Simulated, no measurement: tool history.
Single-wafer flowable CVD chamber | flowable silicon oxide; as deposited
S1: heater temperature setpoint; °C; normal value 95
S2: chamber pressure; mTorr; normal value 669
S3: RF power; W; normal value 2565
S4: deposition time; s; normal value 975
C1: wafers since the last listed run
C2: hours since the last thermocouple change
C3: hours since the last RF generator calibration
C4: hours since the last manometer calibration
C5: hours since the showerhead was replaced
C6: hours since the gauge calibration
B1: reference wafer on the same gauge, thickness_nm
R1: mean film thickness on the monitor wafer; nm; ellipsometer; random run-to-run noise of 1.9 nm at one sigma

run 1 hour=0 | S1=95 S2=797 S3=2565 S4=975 | C1=0 C2=1773.4 C3=1961.3 C4=1349.7 C5=6663.4 C6=52.9 | B1=532.291 | R1=727.23
run 2 hour=12.6 | S1=95 S2=797 S3=2565 S4=975 | C1=27 C2=1786 C3=1973.9 C4=1362.3 C5=6676 C6=65.5 | B1=533.887 | R1=730.257
run 3 hour=22.9 | S1=95 S2=669 S3=2565 S4=975 | C1=22 C2=1796.3 C3=1984.2 C4=1372.6 C5=6686.3 C6=75.8 | B1=533.527 | R1=614.679
run 4 hour=32.1 | S1=95 S2=669 S3=2565 S4=975 | C1=19 C2=1805.5 C3=1993.4 C4=1381.8 C5=6695.5 C6=85 | B1=533.141 | R1=615.063
run 5 hour=42.8 | S1=95 S2=669 S3=2565 S4=975 | C1=23 C2=1816.2 C3=2004.1 C4=1392.5 C5=6706.2 C6=95.7 | B1=533.066 | R1=616.807
run 6 hour=50.6 | S1=95 S2=669 S3=2565 S4=975 | C1=16 C2=1824 C3=2011.9 C4=1400.3 C5=6714 C6=103.5 | B1=532.907 | R1=615.651
run 7 hour=59.9 | S1=95 S2=669 S3=2565 S4=853 | C1=20 C2=1833.3 C3=2021.2 C4=1409.6 C5=6723.3 C6=112.8 | B1=533.122 | R1=541.395
run 8 hour=70.1 | S1=95 S2=669 S3=2565 S4=853 | C1=22 C2=1843.5 C3=2031.4 C4=1419.8 C5=6733.5 C6=123 | B1=532.275 | R1=541.328
run 9 hour=84.8 | S1=95 S2=669 S3=2565 S4=853 | C1=31 C2=1858.2 C3=2046.1 C4=1434.5 C5=6748.2 C6=137.7 | B1=533.002 | R1=543.281
run 10 hour=101.3 | S1=95 S2=669 S3=2565 S4=975 | C1=35 C2=1874.7 C3=2062.6 C4=1451 C5=6764.7 C6=154.2 | B1=532.804 | R1=620.344
run 11 hour=113 | S1=95 S2=669 S3=2565 S4=975 | C1=25 C2=1886.4 C3=2074.3 C4=1462.7 C5=6776.4 C6=165.9 | B1=533.959 | R1=620.624
run 12 hour=124.9 | S1=95 S2=669 S3=2565 S4=856 | C1=25 C2=1898.3 C3=2086.2 C4=1474.6 C5=6788.3 C6=177.8 | B1=532.865 | R1=543.84
run 13 hour=136.7 | S1=95 S2=669 S3=2565 S4=856 | C1=25 C2=1910.1 C3=2098 C4=1486.4 C5=6800.1 C6=189.6 | B1=533.328 | R1=545.751
run 14 hour=153.6 | S1=95 S2=669 S3=2565 S4=856 | C1=36 C2=1927 C3=2114.9 C4=1503.3 C5=6817 C6=206.5 | B1=532.985 | R1=548.725
run 15 hour=166.8 | S1=101 S2=669 S3=2240 S4=975 | C1=28 C2=1940.2 C3=2128.1 C4=1516.5 C5=6830.2 C6=219.7 | B1=533.243 | R1=496.904
-- hour=177.3 thermocouple changed; heater temperature recalibrated
run 16 hour=177.7 | S1=95 S2=669 S3=2565 S4=975 | C1=6 C2=0.4 C3=2139 C4=1527.4 C5=6841.1 C6=230.6 | B1=533.253 | R1=541.087
run 17 hour=189 | S1=95 S2=669 S3=2565 S4=975 | C1=24 C2=11.7 C3=2150.3 C4=1538.7 C5=6852.4 C6=241.9 | B1=532.305 | R1=540.822
-- hour=211.8 capacitance manometer re-zeroed and calibrated
run 18 hour=212.3 | S1=95 S2=669 S3=2565 S4=910 | C1=33 C2=35 C3=2173.6 C4=0.5 C5=6875.7 C6=265.2 | B1=533.507 | R1=505.973
run 19 hour=213.8 | S1=95 S2=669 S3=2565 S4=975 | C1=3 C2=36.5 C3=2175.1 C4=2 C5=6877.2 C6=266.7 | B1=533.323 | R1=540.714
-- hour=237.9 showerhead replaced, of another model than before
-- hour=249.1 RF generator calibrated
run 20 hour=259.7 | S1=95 S2=669 S3=2565 S4=975 | C1=64 C2=82.4 C3=10.6 C4=47.9 C5=21.8 C6=312.6 | B1=533.682 | R1=542.182
-- hour=262.3 gauge calibrated
run 21 hour=273.1 | S1=103 S2=669 S3=2565 S4=975 | C1=29 C2=95.8 C3=24 C4=61.3 C5=35.2 C6=10.8 | B1=532.866 | R1=408.213
run 22 hour=281.5 | S1=91 S2=742 S3=2700 S4=1164 | C1=18 C2=104.2 C3=32.4 C4=69.7 C5=43.6 C6=19.2 | B1=532.524 | R1=809.106
run 23 hour=327.9 | S1=95 S2=669 S3=2565 S4=975 | C1=100 C2=150.6 C3=78.8 C4=116.1 C5=90 C6=65.6 | B1=533.19 | R1=541.569
run 24 hour=338 | S1=95 S2=587 S3=2565 S4=975 | C1=21 C2=160.7 C3=88.9 C4=126.2 C5=100.1 C6=75.7 | B1=533.142 | R1=495.296

Predict the results of run 25:
run 25 hour=352.1 | S1=82 S2=751 S3=2990 S4=1102 | C1=30 C2=174.8 C3=103 C4=140.3 C5=114.2 C6=89.8 | B1=? | R1=?

{"run 25": {"B1": 533.453, "R1": 1052.062}}
The same run, on a tool lacking any hidden state, would have yielded R1 1054.975 nm.

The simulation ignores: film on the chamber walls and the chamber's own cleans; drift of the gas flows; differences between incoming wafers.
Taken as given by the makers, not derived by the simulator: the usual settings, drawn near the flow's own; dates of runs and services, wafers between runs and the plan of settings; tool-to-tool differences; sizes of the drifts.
